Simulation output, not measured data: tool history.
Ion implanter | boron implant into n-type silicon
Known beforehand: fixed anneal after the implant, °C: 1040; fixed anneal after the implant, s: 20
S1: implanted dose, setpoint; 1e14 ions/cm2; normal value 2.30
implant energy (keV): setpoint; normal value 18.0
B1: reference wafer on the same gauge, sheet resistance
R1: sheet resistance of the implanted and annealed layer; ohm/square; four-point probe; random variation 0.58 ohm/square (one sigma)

{"run": 1, "day": 0.0, "S1": 2.3, "implant energy (keV)": 18.0, "B1": 405.92, "R1": 391.73}
{"run": 2, "day": 1.017, "S1": 2.3, "implant energy (keV)": 18.0, "B1": 406.0, "R1": 390.95}
{"run": 3, "day": 2.467, "S1": 2.3, "implant energy (keV)": 18.0, "B1": 405.92, "R1": 390.57}
{"run": 4, "day": 3.062, "S1": 2.3, "implant energy (keV)": 18.0, "B1": 406.02, "R1": 391.88}
{"run": 5, "day": 3.867, "S1": 2.3, "implant energy (keV)": 18.0, "B1": 405.9, "R1": 392.24}
{"run": 6, "day": 4.796, "S1": 1.82, "implant energy (keV)": 18.0, "B1": 406.06, "R1": 474.73}
{"run": 7, "day": 6.229, "S1": 1.82, "implant energy (keV)": 18.0, "B1": 405.79, "R1": 475.84}
{"run": 8, "day": 7.7, "S1": 2.3, "implant energy (keV)": 18.0, "B1": 405.98, "R1": 392.71}
{"run": 9, "day": 9.108, "S1": 2.3, "implant energy (keV)": 18.0, "B1": 406.1, "R1": 392.24}
{"run": 10, "day": 9.938, "S1": 2.3, "implant energy (keV)": 18.0, "B1": 406.15, "R1": 392.67}
{"day": 10.329, "done": "Faraday cup replaced and dose calibrated"}
{"run": 11, "day": 10.629, "S1": 2.3, "implant energy (keV)": 18.0, "B1": 406.08, "R1": 387.21}
{"day": 11.779, "done": "extraction supply calibrated"}
{"run": 12, "day": 12.096, "S1": 2.3, "implant energy (keV)": 18.0, "B1": 406.22, "R1": 386.58}
{"run": 13, "day": 13.283, "S1": 2.3, "implant energy (keV)": 18.0, "B1": 406.08, "R1": 387.95}
{"run": 14, "day": 14.279, "S1": 2.3, "implant energy (keV)": 18.0, "B1": 405.87, "R1": 387.42}
{"run": 15, "day": 15.158, "S1": 2.3, "implant energy (keV)": 18.0, "B1": 406.16, "R1": 386.84}
{"day": 15.396, "done": "gauge calibrated"}
{"run": 16, "day": 16.088, "S1": 2.3, "implant energy (keV)": 18.0, "B1": 406.15, "R1": 386.91}
{"run": 17, "day": 16.821, "S1": 1.84, "implant energy (keV)": 23.0, "B1": 405.86, "R1": 451.85}
{"run": 18, "day": 17.462, "S1": 2.0, "implant energy (keV)": 20.0, "B1": 405.87, "R1": 429.09}
{"run": 19, "day": 18.442, "S1": 2.3, "implant energy (keV)": 16.0, "B1": 405.99, "R1": 392.87}
{"run": 20, "day": 19.158, "S1": 2.03, "implant energy (keV)": 23.0, "B1": 405.78, "R1": 417.77}
{"run": 21, "day": 19.967, "S1": 2.97, "implant energy (keV)": 24.0, "B1": 406.04, "R1": 305.34}
{"run": 22, "day": 20.925, "S1": 2.3, "implant energy (keV)": 18.0, "B1": 405.76, "R1": 389.09}

Predict the results of run 23:
{"run": 23, "day": 22.192, "S1": 2.5, "implant energy (keV)": 22.5, "B1": "?", "R1": "?"}

B1: 405.93
R1: 352.87 ohm/square
With the hidden condition absent and the run-to-run variation left alone, this run would have shown R1 351.97 ohm/square.
